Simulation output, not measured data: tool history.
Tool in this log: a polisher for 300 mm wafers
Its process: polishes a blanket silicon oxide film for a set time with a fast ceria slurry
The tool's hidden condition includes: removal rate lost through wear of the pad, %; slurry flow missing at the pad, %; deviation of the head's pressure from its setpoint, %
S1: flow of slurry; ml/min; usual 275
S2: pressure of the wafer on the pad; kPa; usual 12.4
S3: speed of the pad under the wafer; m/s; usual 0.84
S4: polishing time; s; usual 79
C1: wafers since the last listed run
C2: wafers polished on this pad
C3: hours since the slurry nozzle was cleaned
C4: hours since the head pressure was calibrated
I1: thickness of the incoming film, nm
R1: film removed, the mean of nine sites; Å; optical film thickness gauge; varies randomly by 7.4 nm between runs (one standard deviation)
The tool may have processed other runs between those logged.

run     day   S1    S2    S3  S4   C1    C2     C3     C4      I1    R1
  1       0  275  12.4  0.84  79    0   443   91.7  161.5  2393.7  6711
  2   1.171  275  12.4  0.84  79  277   720  119.8  189.6  2399.9  6759
  3   1.921  275  12.4  0.84  79  177   898  137.8  207.6  2414.3  6828
  4   2.975  275  12.4  0.84  69  249  1148  163.1  232.9  2336.5  5842
      3.492  -- worn pad replaced by a new one
  5   3.975  275  12.4  0.84  79  197   114  187.1  256.9    2371  6811
  6   5.158  275  12.4  0.84  79  280   394  215.5  285.3  2346.6  6749
  7   6.633  275  12.4  0.84  79  349   744  250.9  320.7  2401.3  6656
  8   7.742  275  12.4  0.84  79  262  1006  277.5  347.3  2359.7  6728
  9   8.729  275  12.4  0.84  79  233  1240  301.2    371  2363.1  6708
      9.475  -- worn pad replaced by a new one
 10   9.792  275  12.4  0.84  79  212    75  326.7  396.5  2404.7  6760
 11  11.954  275  12.4  0.84  79  512   587  378.6  448.4  2420.3  6730
 12  12.767  275  10.3  0.84  79  192   780  398.1  467.9  2362.5  5480
 13  13.329  305  10.3  0.84  79  133   913  411.6  481.4  2389.2  5587
     13.538  -- head pressure recalibrated
 14  14.633  275   8.3  0.84  79  289  1202  442.9   26.3  2398.3  4207
     15.704  -- worn pad replaced by a new one
 15  15.733  275  12.4  1.12  79  221     7  469.3   52.7  2411.4  8408
 16  16.521  275  12.4  0.84  79  186   193  488.2   71.6  2360.7  6213
     16.754  -- slurry nozzle cleaned
 17  17.533  275  12.4  1.12  79  229   423   18.7   95.9  2395.1  9063
 18  18.946  230    11  0.84  54  334   758   52.6  129.8  2378.5  4019
 19  19.604  275  12.4  1.02  79  155   914   68.4  145.6  2352.3  8247
 20  20.971  230   8.3   1.1  54  323  1238  101.2  178.4    2414  3891
     21.238  -- worn pad replaced by a new one
 21  22.396  275  12.4  0.58  79  298   274  135.4  212.6  2377.1  4556
 22  23.596  275  16.5  0.64  79  284   558  164.2  241.4  2399.4  6829

Branching from run 22: 4 alternative next runs. What would each branch give?
  A  23.617  275  12.4  0.84   79   4  563  164.7  241.9  2418.6   ?
  B  23.617  240  13.8  0.64   97   4  563  164.7  241.9  2418.6   ?
  C  23.617  275   9.7  0.84  107   4  563  164.7  241.9  2418.6   ?
  D  23.617  205  15.2  1.04   95   4  563  164.7  241.9  2418.6   ?

run     R1
  A   6649
  B   6774
  C   7005
  D  11536
Had the tool no hidden state, the same runs would have come out as:
run     R1
  A   6649
  B   6803
  C   7004
  D  11655
